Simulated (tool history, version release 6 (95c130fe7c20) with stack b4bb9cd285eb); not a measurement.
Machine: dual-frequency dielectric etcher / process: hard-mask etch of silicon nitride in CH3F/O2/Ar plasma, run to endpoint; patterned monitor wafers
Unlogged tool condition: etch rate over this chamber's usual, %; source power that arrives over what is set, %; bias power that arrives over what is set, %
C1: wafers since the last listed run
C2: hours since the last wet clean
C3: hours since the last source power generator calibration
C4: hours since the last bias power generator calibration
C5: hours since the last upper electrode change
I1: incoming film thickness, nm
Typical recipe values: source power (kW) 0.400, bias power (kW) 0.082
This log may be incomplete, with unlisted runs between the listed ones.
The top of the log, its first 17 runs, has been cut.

{"run": 18, "day": 7.525, "source power (kW)": 0.43, "bias power (kW)": 0.097, "C1": 191, "C2": 149.9, "C3": 143.4, "C4": 158.3, "C5": 181.1, "I1": 54.3, "endpoint time (s)": 66.1}
{"run": 19, "day": 8.038, "source power (kW)": 0.48, "bias power (kW)": 0.067, "C1": 155, "C2": 162.2, "C3": 155.7, "C4": 170.6, "C5": 193.4, "I1": 54.2, "endpoint time (s)": 78.5}
{"run": 20, "day": 8.638, "source power (kW)": 0.43, "bias power (kW)": 0.068, "C1": 181, "C2": 176.6, "C3": 170.1, "C4": 185.0, "C5": 207.8, "I1": 54.8, "endpoint time (s)": 80.4}
{"run": 21, "day": 9.362, "source power (kW)": 0.4, "bias power (kW)": 0.099, "C1": 219, "C2": 194.0, "C3": 187.5, "C4": 202.4, "C5": 225.2, "I1": 54.4, "endpoint time (s)": 67.3}
{"run": 22, "day": 9.9, "source power (kW)": 0.48, "bias power (kW)": 0.082, "C1": 162, "C2": 206.9, "C3": 200.4, "C4": 215.3, "C5": 238.1, "I1": 55.1, "endpoint time (s)": 70.0}
{"run": 23, "day": 10.183, "source power (kW)": 0.47, "bias power (kW)": 0.075, "C1": 85, "C2": 213.7, "C3": 207.2, "C4": 222.1, "C5": 244.9, "I1": 54.8, "endpoint time (s)": 74.9}
{"run": 24, "day": 10.558, "source power (kW)": 0.32, "bias power (kW)": 0.067, "C1": 113, "C2": 222.7, "C3": 216.2, "C4": 231.1, "C5": 253.9, "I1": 54.6, "endpoint time (s)": 89.8}
{"run": 25, "day": 10.933, "source power (kW)": 0.33, "bias power (kW)": 0.094, "C1": 113, "C2": 231.7, "C3": 225.2, "C4": 240.1, "C5": 262.9, "I1": 54.7, "endpoint time (s)": 74.5}
{"run": 26, "day": 11.3, "source power (kW)": 0.34, "bias power (kW)": 0.068, "C1": 111, "C2": 240.5, "C3": 234.0, "C4": 248.9, "C5": 271.7, "I1": 54.7, "endpoint time (s)": 88.9}
{"run": 27, "day": 12.0, "source power (kW)": 0.46, "bias power (kW)": 0.068, "C1": 212, "C2": 257.3, "C3": 250.8, "C4": 265.7, "C5": 288.5, "I1": 54.5, "endpoint time (s)": 79.0}
{"run": 28, "day": 12.275, "source power (kW)": 0.4, "bias power (kW)": 0.082, "C1": 83, "C2": 263.9, "C3": 257.4, "C4": 272.3, "C5": 295.1, "I1": 54.6, "endpoint time (s)": 75.6}
{"run": 29, "day": 12.925, "source power (kW)": 0.4, "bias power (kW)": 0.088, "C1": 196, "C2": 279.5, "C3": 273.0, "C4": 287.9, "C5": 310.7, "I1": 54.3, "endpoint time (s)": 71.8}
{"run": 30, "day": 13.346, "source power (kW)": 0.4, "bias power (kW)": 0.073, "C1": 127, "C2": 289.6, "C3": 283.1, "C4": 298.0, "C5": 320.8, "I1": 54.3, "endpoint time (s)": 80.4}
{"run": 31, "day": 13.742, "source power (kW)": 0.4, "bias power (kW)": 0.093, "C1": 119, "C2": 299.1, "C3": 292.6, "C4": 307.5, "C5": 330.3, "I1": 54.3, "endpoint time (s)": 69.9}
{"run": 32, "day": 14.258, "source power (kW)": 0.4, "bias power (kW)": 0.082, "C1": 156, "C2": 311.5, "C3": 305.0, "C4": 319.9, "C5": 342.7, "I1": 54.1, "endpoint time (s)": 75.3}
{"run": 33, "day": 14.746, "source power (kW)": 0.31, "bias power (kW)": 0.1, "C1": 147, "C2": 323.2, "C3": 316.7, "C4": 331.6, "C5": 354.4, "I1": 54.7, "endpoint time (s)": 74.5}
{"run": 34, "day": 15.171, "source power (kW)": 0.3, "bias power (kW)": 0.09, "C1": 128, "C2": 333.4, "C3": 326.9, "C4": 341.8, "C5": 364.6, "I1": 55.5, "endpoint time (s)": 80.4}
{"run": 35, "day": 15.746, "source power (kW)": 0.34, "bias power (kW)": 0.094, "C1": 174, "C2": 347.2, "C3": 340.7, "C4": 355.6, "C5": 378.4, "I1": 55.2, "endpoint time (s)": 75.9}

Branching from run 35: 5 alternative next runs. What would each branch give?
{"run": "A", "day": 15.762, "source power (kW)": 0.4, "bias power (kW)": 0.089, "C1": 5, "C2": 347.6, "C3": 341.1, "C4": 356.0, "C5": 378.8, "I1": 54.7, "endpoint time (s)": "?"}
{"run": "B", "day": 15.762, "source power (kW)": 0.4, "bias power (kW)": 0.096, "C1": 5, "C2": 347.6, "C3": 341.1, "C4": 356.0, "C5": 378.8, "I1": 54.7, "endpoint time (s)": "?"}
{"run": "C", "day": 15.762, "source power (kW)": 0.45, "bias power (kW)": 0.097, "C1": 5, "C2": 347.6, "C3": 341.1, "C4": 356.0, "C5": 378.8, "I1": 54.7, "endpoint time (s)": "?"}
{"run": "D", "day": 15.762, "source power (kW)": 0.31, "bias power (kW)": 0.074, "C1": 5, "C2": 347.6, "C3": 341.1, "C4": 356.0, "C5": 378.8, "I1": 54.7, "endpoint time (s)": "?"}
{"run": "E", "day": 15.762, "source power (kW)": 0.4, "bias power (kW)": 0.098, "C1": 5, "C2": 347.6, "C3": 341.1, "C4": 356.0, "C5": 378.8, "I1": 54.7, "endpoint time (s)": "?"}

run=A endpoint_time_(s)=73.2
run=B endpoint_time_(s)=70.4
run=C endpoint_time_(s)=67.3
run=D endpoint_time_(s)=87.9
run=E endpoint_time_(s)=69.6
What these runs would have given with no unlogged condition in the tool:
run=A endpoint_time_(s)=70.6
run=B endpoint_time_(s)=67.8
run=C endpoint_time_(s)=64.9
run=D endpoint_time_(s)=84.7
run=E endpoint_time_(s)=67.1
